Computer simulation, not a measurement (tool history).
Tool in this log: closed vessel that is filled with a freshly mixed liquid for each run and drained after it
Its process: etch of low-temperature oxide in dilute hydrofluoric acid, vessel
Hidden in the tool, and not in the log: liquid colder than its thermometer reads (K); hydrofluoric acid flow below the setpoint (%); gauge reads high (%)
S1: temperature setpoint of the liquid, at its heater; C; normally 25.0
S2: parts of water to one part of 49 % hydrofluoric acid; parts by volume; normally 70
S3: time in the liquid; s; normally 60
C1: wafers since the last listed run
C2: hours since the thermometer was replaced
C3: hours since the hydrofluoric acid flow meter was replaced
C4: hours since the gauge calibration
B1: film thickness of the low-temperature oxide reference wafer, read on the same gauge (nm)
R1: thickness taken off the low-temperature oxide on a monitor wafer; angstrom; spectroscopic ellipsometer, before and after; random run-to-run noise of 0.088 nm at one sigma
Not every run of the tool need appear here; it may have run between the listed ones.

Run 1, day 0.000: usual settings but S2 80 parts by volume; C1 0; C2 1610.5; C3 1052.7; C4 261.3; B1 69.99. Result: R1 135.1 angstrom.
Run 2, day 0.367: usual settings but S2 80 parts by volume; C1 1106; C2 1619.3; C3 1061.5; C4 270.1; B1 70.01. Result: R1 135.4 angstrom.
Run 3, day 0.875: usual settings; C1 1533; C2 1631.5; C3 1073.7; C4 282.3; B1 69.99. Result: R1 157.7 angstrom.
Run 4, day 1.346: usual settings; C1 1420; C2 1642.8; C3 1085.0; C4 293.6; B1 69.97. Result: R1 158.2 angstrom.
Run 5, day 1.975: usual settings; C1 1897; C2 1657.9; C3 1100.1; C4 308.7; B1 70.00. Result: R1 157.1 angstrom.
Run 6, day 2.667: usual settings but S1 22.0 C; C1 2086; C2 1674.5; C3 1116.7; C4 325.3; B1 69.97. Result: R1 137.9 angstrom.
Run 7, day 3.167: usual settings but S1 22.0 C; C1 1508; C2 1686.5; C3 1128.7; C4 337.3; B1 70.02. Result: R1 138.4 angstrom.
Run 8, day 3.433: usual settings; C1 804; C2 1692.9; C3 1135.1; C4 343.7; B1 69.98. Result: R1 155.3 angstrom.
Run 9, day 3.733: usual settings; C1 904; C2 1700.1; C3 1142.3; C4 350.9; B1 69.99. Result: R1 154.0 angstrom.
Run 10, day 4.438: usual settings; C1 2124; C2 1717.0; C3 1159.2; C4 367.8; B1 69.97. Result: R1 155.2 angstrom.
Run 11, day 4.867: usual settings; C1 1294; C2 1727.3; C3 1169.5; C4 378.1; B1 70.03. Result: R1 156.0 angstrom.
At day 5.392: gauge calibrated.
Run 12, day 5.404: usual settings; C1 1621; C2 1740.2; C3 1182.4; C4 0.3; B1 69.98. Result: R1 155.3 angstrom.
At day 5.808: hydrofluoric acid flow meter replaced.
Run 13, day 7.654: usual settings; C1 6661; C2 1794.2; C3 44.3; C4 54.3; B1 70.01. Result: R1 142.0 angstrom.
Run 14, day 8.050: usual settings; C1 1194; C2 1803.7; C3 53.8; C4 63.8; B1 70.00. Result: R1 142.6 angstrom.
Run 15, day 8.375: usual settings but S2 50 parts by volume; C1 980; C2 1811.5; C3 61.6; C4 71.6; B1 69.98. Result: R1 206.6 angstrom.
Run 16, day 8.650: usual settings but S1 29.5 C, S2 85 parts by volume, S3 85 s; C1 829; C2 1818.1; C3 68.2; C4 78.2; B1 70.00. Result: R1 194.2 angstrom.
At day 9.117: hydrofluoric acid flow meter replaced, repeated, since the last time left the tool worse.
Run 17, day 9.279: usual settings but S1 27.5 C, S2 50 parts by volume, S3 90 s; C1 1772; C2 1833.2; C3 3.9; C4 93.3; B1 70.01. Result: R1 408.9 angstrom.
Run 18, day 9.912: usual settings but S1 29.0 C, S2 40 parts by volume, S3 70 s; C1 1910; C2 1848.4; C3 19.1; C4 108.5; B1 69.98. Result: R1 427.5 angstrom.
Run 19, day 10.504: usual settings but S2 100 parts by volume; C1 1784; C2 1862.6; C3 33.3; C4 122.7; B1 70.02. Result: R1 116.0 angstrom.
Run 20, day 11.029: usual settings but S2 95 parts by volume, S3 45 s; C1 1583; C2 1875.2; C3 45.9; C4 135.3; B1 70.01. Result: R1 91.9 angstrom.
At day 11.171: thermometer replaced.
Run 21, day 11.742: usual settings; C1 2023; C2 13.7; C3 63.0; C4 152.4; B1 69.99. Result: R1 171.2 angstrom.
Run 22, day 12.212: usual settings; C1 1420; C2 25.0; C3 74.3; C4 163.7; B1 69.98. Result: R1 168.7 angstrom.
Run 23, day 12.671: usual settings but S1 23.0 C, S2 60 parts by volume, S3 85 s; C1 1382; C2 36.0; C3 85.3; C4 174.7; B1 69.98. Result: R1 262.5 angstrom.
Run 24, day 12.992: usual settings; C1 967; C2 43.7; C3 93.0; C4 182.4; B1 70.00. Result: R1 171.3 angstrom.
Run 25, day 13.529: usual settings; C1 1621; C2 56.6; C3 105.9; C4 195.3; B1 70.03. Result: R1 171.5 angstrom.
Run 26, day 13.917: usual settings but S1 20.5 C, S2 45 parts by volume, S3 85 s; C1 1168; C2 65.9; C3 115.2; C4 204.6; B1 70.00. Result: R1 320.1 angstrom.
Run 27, day 14.442: usual settings but S1 23.0 C, S2 60 parts by volume, S3 50 s; C1 1583; C2 78.5; C3 127.8; C4 217.2; B1 69.99. Result: R1 154.1 angstrom.

Below are 3 alternative next runs, each starting from the tool's condition after run 27. Predict each:
Run A, day 14.471: usual settings; C1 87; C2 79.2; C3 128.5; C4 217.9; B1 ?. Result: R1 ?.
Run B, day 14.471: usual settings but S3 75 s; C1 87; C2 79.2; C3 128.5; C4 217.9; B1 ?. Result: R1 ?.
Run C, day 14.471: usual settings but S2 85 parts by volume, S3 95 s; C1 87; C2 79.2; C3 128.5; C4 217.9; B1 ?. Result: R1 ?.

run     B1     R1
  A  69.99  170.6
  B  69.99  213.3
  C  69.99  218.1
Without the tool's hidden state the same runs would have given:
run     R1
  A  172.2
  B  215.2
  C  220.2

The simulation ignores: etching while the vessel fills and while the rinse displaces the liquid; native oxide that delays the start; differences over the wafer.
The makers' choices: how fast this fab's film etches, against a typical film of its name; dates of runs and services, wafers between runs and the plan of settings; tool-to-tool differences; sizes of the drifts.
